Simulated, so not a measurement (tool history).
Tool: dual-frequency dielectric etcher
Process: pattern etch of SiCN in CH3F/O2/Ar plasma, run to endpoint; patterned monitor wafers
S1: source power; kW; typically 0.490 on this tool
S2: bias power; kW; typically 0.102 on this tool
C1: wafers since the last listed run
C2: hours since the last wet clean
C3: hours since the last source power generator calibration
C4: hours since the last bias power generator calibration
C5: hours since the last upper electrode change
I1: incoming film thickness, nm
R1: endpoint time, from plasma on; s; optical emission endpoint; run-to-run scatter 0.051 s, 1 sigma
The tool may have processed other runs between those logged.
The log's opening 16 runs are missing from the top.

Run 17, hour 849.4: usual settings but S1 0.400 kW, S2 0.093 kW; C1 783; C2 131.6; C3 3579.8; C4 311.6; C5 3858.3; I1 8.01. Result: R1 19.8 s.
Run 18, hour 881.2: usual settings but S1 0.610 kW, S2 0.083 kW; C1 503; C2 163.4; C3 3611.6; C4 343.4; C5 3890.1; I1 7.99. Result: R1 16.7 s.
Run 19, hour 936.1: usual settings but S2 0.124 kW; C1 868; C2 218.3; C3 3666.5; C4 398.3; C5 3945.0; I1 8.02. Result: R1 15.3 s.
Run 20, hour 968.9: usual settings but S2 0.092 kW; C1 519; C2 251.1; C3 3699.3; C4 431.1; C5 3977.8; I1 8.05. Result: R1 17.8 s.
At hour 1006.9: upper electrode replaced.
Run 21, hour 1039.6: usual settings but S1 0.560 kW, S2 0.117 kW; C1 739; C2 321.8; C3 3770.0; C4 501.8; C5 32.7; I1 8.07. Result: R1 14.9 s.
Run 22, hour 1080.1: usual settings but S1 0.440 kW, S2 0.086 kW; C1 641; C2 362.3; C3 3810.5; C4 542.3; C5 73.2; I1 8.04. Result: R1 19.4 s.
Run 23, hour 1140.3: usual settings but S2 0.113 kW; C1 952; C2 422.5; C3 3870.7; C4 602.5; C5 133.4; I1 7.94. Result: R1 15.8 s.
Run 24, hour 1172.2: usual settings; C1 504; C2 454.4; C3 3902.6; C4 634.4; C5 165.3; I1 7.91. Result: R1 16.5 s.
At hour 1230.4: wet clean of the chamber.
Run 25, hour 1230.9: usual settings but S2 0.092 kW; C1 549; C2 0.5; C3 3961.3; C4 693.1; C5 224.0; I1 8.02. Result: R1 17.8 s.
At hour 1270.4: source power generator calibrated.
Run 26, hour 1270.9: usual settings but S1 0.390 kW, S2 0.088 kW; C1 569; C2 40.5; C3 0.5; C4 733.1; C5 264.0; I1 8.03. Result: R1 20.7 s.
Run 27, hour 1313.3: usual settings but S1 0.460 kW, S2 0.115 kW; C1 671; C2 82.9; C3 42.9; C4 775.5; C5 306.4; I1 7.93. Result: R1 16.2 s.
Run 28, hour 1373.3: usual settings but S1 0.610 kW, S2 0.122 kW; C1 949; C2 142.9; C3 102.9; C4 835.5; C5 366.4; I1 7.95. Result: R1 13.9 s.
Run 29, hour 1432.4: usual settings but S1 0.420 kW; C1 935; C2 202.0; C3 162.0; C4 894.6; C5 425.5; I1 8.02. Result: R1 18.2 s.
Run 30, hour 1474.7: usual settings but S1 0.560 kW, S2 0.124 kW; C1 669; C2 244.3; C3 204.3; C4 936.9; C5 467.8; I1 7.99. Result: R1 14.4 s.
Run 31, hour 1526.8: usual settings but S1 0.400 kW, S2 0.087 kW; C1 824; C2 296.4; C3 256.4; C4 989.0; C5 519.9; I1 7.97. Result: R1 20.2 s.
Run 32, hour 1557.1: usual settings but S1 0.430 kW, S2 0.116 kW; C1 479; C2 326.7; C3 286.7; C4 1019.3; C5 550.2; I1 7.94. Result: R1 16.6 s.
Run 33, hour 1613.6: usual settings; C1 894; C2 383.2; C3 343.2; C4 1075.8; C5 606.7; I1 8.00. Result: R1 16.7 s.
At hour 1646.3: wet clean of the chamber.
Run 34, hour 1682.3: usual settings but S1 0.570 kW; C1 707; C2 36.0; C3 411.9; C4 1144.5; C5 675.4; I1 8.02. Result: R1 15.8 s.

5 options for the next run, each taken on its own from the tool as it stands now. Forecast them:
Run A, hour 1682.7: usual settings but S2 0.079 kW; C1 6; C2 36.4; C3 412.3; C4 1144.9; C5 675.8; I1 7.97. Result: R1 ?.
Run B, hour 1682.7: usual settings but S1 0.380 kW, S2 0.082 kW; C1 6; C2 36.4; C3 412.3; C4 1144.9; C5 675.8; I1 7.97. Result: R1 ?.
Run C, hour 1682.7: usual settings but S1 0.440 kW, S2 0.081 kW; C1 6; C2 36.4; C3 412.3; C4 1144.9; C5 675.8; I1 7.97. Result: R1 ?.
Run D, hour 1682.7: usual settings but S1 0.560 kW, S2 0.123 kW; C1 6; C2 36.4; C3 412.3; C4 1144.9; C5 675.8; I1 7.97. Result: R1 ?.
Run E, hour 1682.7: usual settings but S2 0.122 kW; C1 6; C2 36.4; C3 412.3; C4 1144.9; C5 675.8; I1 7.97. Result: R1 ?.

run    R1
  A  19.2
  B  21.6
  C  20.0
  D  14.5
  E  15.5
Had the tool no hidden state, the same runs would have come out as:
run    R1
  A  19.2
  B  21.6
  C  20.1
  D  14.5
  E  15.5

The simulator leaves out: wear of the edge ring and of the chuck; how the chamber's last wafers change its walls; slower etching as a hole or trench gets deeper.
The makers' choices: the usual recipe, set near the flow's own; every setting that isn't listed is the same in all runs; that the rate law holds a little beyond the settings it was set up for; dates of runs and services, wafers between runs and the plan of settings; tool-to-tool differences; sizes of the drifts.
